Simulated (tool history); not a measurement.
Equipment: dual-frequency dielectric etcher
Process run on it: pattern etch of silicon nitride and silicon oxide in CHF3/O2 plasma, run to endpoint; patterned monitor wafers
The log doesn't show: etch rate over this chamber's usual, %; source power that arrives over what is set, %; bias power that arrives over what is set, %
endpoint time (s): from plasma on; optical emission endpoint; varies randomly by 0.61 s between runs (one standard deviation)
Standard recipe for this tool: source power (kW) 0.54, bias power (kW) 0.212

run    hour  source power (kW)  bias power (kW)  wafers since the last listed run  hours since the last wet clean  hours since the last source power generator calibration  hours since the last bias power generator calibration  hours since the last upper electrode change  incoming incoming film thickness, nm  endpoint time (s)
  1       0               0.58            0.212                                 0                            91.7                                                   3908.8                                                 1854.9                                       2820.6                                 289.2              189.8
  2    43.3               0.61            0.212                               188                             135                                                   3952.1                                                 1898.2                                       2863.9                                 293.1              187.7
  3   216.3               0.54            0.212                               752                             308                                                   4125.1                                                 2071.2                                       3036.9                                   292              195.8
  4   286.8               0.54            0.212                               306                           378.5                                                   4195.6                                                 2141.7                                       3107.4                                 289.9              193.7
  5     311               0.54            0.212                               105                           402.7                                                   4219.8                                                 2165.9                                       3131.6                                 293.1              194.7
  6   362.9               0.54            0.212                               225                           454.6                                                   4271.7                                                 2217.8                                       3183.5                                 292.9              193.9
  7   424.2               0.54            0.212                               266                           515.9                                                     4333                                                 2279.1                                       3244.8                                 293.2              193.8
      480.8  -- wet clean of the chamber
      488.8  -- bias power generator calibrated
      507.4  -- upper electrode replaced, of another model than before
  8   507.9               0.54            0.212                               161                            27.1                                                   4416.7                                                   19.1                                          0.5                                 293.9              197.1
  9   566.6               0.54            0.212                               255                            85.8                                                   4475.4                                                   77.8                                         59.2                                 290.7              196.2
 10   629.4               0.54            0.212                               273                           148.6                                                   4538.2                                                  140.6                                          122                                 295.7              197.9
 11   662.2               0.54            0.212                               142                           181.4                                                     4571                                                  173.4                                        154.8                                 292.4              196.2
      677.6  -- source power generator calibrated
 12   727.6               0.54            0.212                               267                           246.8                                                       50                                                  238.8                                        220.2                                   291              194.5
 13   754.2               0.54            0.184                               115                           273.4                                                     76.6                                                  265.4                                        246.8                                 293.7              206.5
 14   821.7               0.46            0.264                               293                           340.9                                                    144.1                                                  332.9                                        314.3                                 289.5              197.5
 15   997.2               0.45            0.212                               763                           516.4                                                    319.6                                                  508.4                                        489.8                                 292.3              216.9
     1059.3  -- wet clean of the chamber
 16  1059.8               0.61            0.163                               167                             0.5                                                    382.2                                                    571                                        552.4                                 295.4              200.7
 17  1123.9               0.54            0.212                               278                            64.6                                                    446.3                                                  635.1                                        616.5                                 292.7              196.5
 18    1189               0.54            0.212                               283                           129.7                                                    511.4                                                  700.2                                        681.6                                 290.7              194.6
 19  1243.4               0.54            0.212                               236                           184.1                                                    565.8                                                  754.6                                          736                                 293.2              195.5
 20  1294.1               0.54            0.253                               220                           234.8                                                    616.5                                                  805.3                                        786.7                                 292.5              182.9
 21  1349.5               0.47            0.226                               240                           290.2                                                    671.9                                                  860.7                                        842.1                                 293.8              208.1
 22    1384               0.54            0.212                               150                           324.7                                                    706.4                                                  895.2                                        876.6                                 295.5                196
 23  1442.5               0.62            0.212                               254                           383.2                                                    764.9                                                  953.7                                        935.1                                   292              176.8
 24  1468.5               0.54            0.212                               113                           409.2                                                    790.9                                                  979.7                                        961.1                                 289.3              191.3
 25  1522.3               0.65            0.256                               234                             463                                                    844.7                                                 1033.5                                       1014.9                                   294              162.2
 26  1590.6                0.5            0.166                               297                           531.3                                                      913                                                 1101.8                                       1083.2                                 293.2                220

What would each run have given without the hidden state, its run-to-run variation left as it was?
run  endpoint time (s)
  1              190.2
  2              188.5
  3                198
  4              196.5
  5              197.7
  6              197.3
  7              197.7
  8              197.3
  9                197
 10              199.2
 11              197.7
 12              196.5
 13              208.9
 14              200.4
 15              221.6
 16              201.3
 17              197.6
 18              196.2
 19              197.5
 20              185.2
 21              211.2
 22              199.2
 23              180.1
 24              195.1
 25              165.9
 26              225.5

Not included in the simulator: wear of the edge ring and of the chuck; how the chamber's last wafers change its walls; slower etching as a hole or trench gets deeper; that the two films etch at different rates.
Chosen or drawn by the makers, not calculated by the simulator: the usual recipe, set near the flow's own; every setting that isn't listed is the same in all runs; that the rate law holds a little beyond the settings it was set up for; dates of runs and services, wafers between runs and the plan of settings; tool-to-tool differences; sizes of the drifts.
